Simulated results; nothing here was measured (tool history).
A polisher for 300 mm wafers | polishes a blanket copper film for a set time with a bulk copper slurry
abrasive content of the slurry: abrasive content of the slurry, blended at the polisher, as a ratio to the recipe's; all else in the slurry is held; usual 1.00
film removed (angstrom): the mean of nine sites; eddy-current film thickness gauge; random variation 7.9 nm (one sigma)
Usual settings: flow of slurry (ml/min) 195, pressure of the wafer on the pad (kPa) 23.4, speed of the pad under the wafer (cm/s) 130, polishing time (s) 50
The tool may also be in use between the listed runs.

run   hour  flow of slurry (ml/min)  pressure of the wafer on the pad (kPa)  speed of the pad under the wafer (cm/s)  abrasive content of the slurry  polishing time (s)  incoming thickness of the incoming film, nm  film removed (angstrom)
  1    0.0                      195                                    29.6                                      130                            1.00                  50                                       2033.1                     6786
  2    6.3                      195                                    29.6                                      130                            1.00                  50                                       1991.9                     6707
  3   12.7                      195                                    23.4                                      130                            1.00                  50                                       2022.5                     5850
  4   20.4                      165                                    19.3                                      130                            1.00                  50                                       2035.0                     5066
  5   29.9                      165                                    19.3                                      130                            1.00                  50                                       2018.8                     5155
      39.3  -- slurry blender recalibrated
  6   44.7                      165                                    19.3                                      130                            1.00                  50                                       2030.4                     5171
      64.8  -- worn pad replaced by a new one
  7   65.3                      195                                    23.4                                      130                            1.00                  50                                       2043.1                     5923
  8   69.7                      195                                    23.4                                      130                            1.00                  50                                       2019.0                     5962
  9  103.5                      195                                    29.0                                      130                            1.00                  50                                       2006.3                     6800
     108.1  -- slurry nozzle cleaned
 10  156.1                      195                                    29.6                                      130                            1.00                  50                                       1998.5                     6997
     163.8  -- head pressure recalibrated
 11  170.0                      220                                    23.4                                      130                            1.00                  38                                       2042.4                     4970
 12  187.0                      195                                    23.4                                      130                            1.00                  60                                       2036.6                     7695
 13  199.5                      195                                    23.4                                       96                            0.85                  50                                       1983.7                     4578
     208.6  -- worn pad replaced by a new one
 14  212.7                      195                                    23.4                                      130                            1.15                  36                                       2028.1                     4729
 15  224.2                      195                                    23.4                                      130                            1.00                  50                                       2055.6                     6469
 16  236.8                      240                                    17.9                                      130                            1.00                  50                                       2019.5                     5492
 17  252.3                      160                                    23.4                                       92                            1.00                  39                                       1995.8                     3431
 18  258.3                      195                                    23.4                                      110                            1.00                  32                                       2040.9                     3411
 19  270.3                      250                                    23.4                                      106                            1.30                  41                                       2043.8                     4459
 20  286.5                      195                                    19.3                                      116                            1.00                  68                                       2028.3                     6820
 21  295.8                      195                                    23.4                                      156                            1.00                  50                                       2005.1                     7489
 22  305.9                      195                                    23.4                                      130                            1.10                  50                                       2006.4                     6305
 23  321.4                      135                                    28.3                                      150                            1.00                  42                                       2058.4                     6541
 24  331.3                      145                                    15.9                                      130                            0.90                  35                                       2023.4                     3333
 25  338.1                      160                                    23.4                                      130                            1.00                  39                                       1997.8                     4795
     344.6  -- worn pad replaced by a new one
 26  346.6                      225                                    26.2                                      130                            1.00                  42                                       2040.8                     5724
 27  354.5                      195                                    23.4                                      130                            1.00                  50                                       2015.5                     6257
 28  364.3                      195                                    16.5                                      130                            1.00                  68                                       2027.0                     6997
 29  375.5                      195                                    23.4                                      130                            1.00                  50                                       2004.7                     6184

Forecast each of these 5 alternatives for the next run:
  A  375.9                      195                                    23.4                                      130                            1.00                  50                                       1995.0                        ?
  B  375.9                      240                                    23.4                                      130                            1.00                  50                                       1995.0                        ?
  C  375.9                      230                                    30.3                                      160                            0.75                  50                                       1995.0                        ?
  D  375.9                      195                                    23.4                                      130                            0.90                  50                                       1995.0                        ?
  E  375.9                      195                                    17.2                                      162                            1.15                  55                                       1995.0                        ?

run  film removed (angstrom)
  A                     6162
  B                     6285
  C                     8756
  D                     6074
  E                     7175
Without the tool's hidden state the same runs would have given:
run  film removed (angstrom)
  A                     6434
  B                     6562
  C                     9142
  D                     6342
  E                     7491
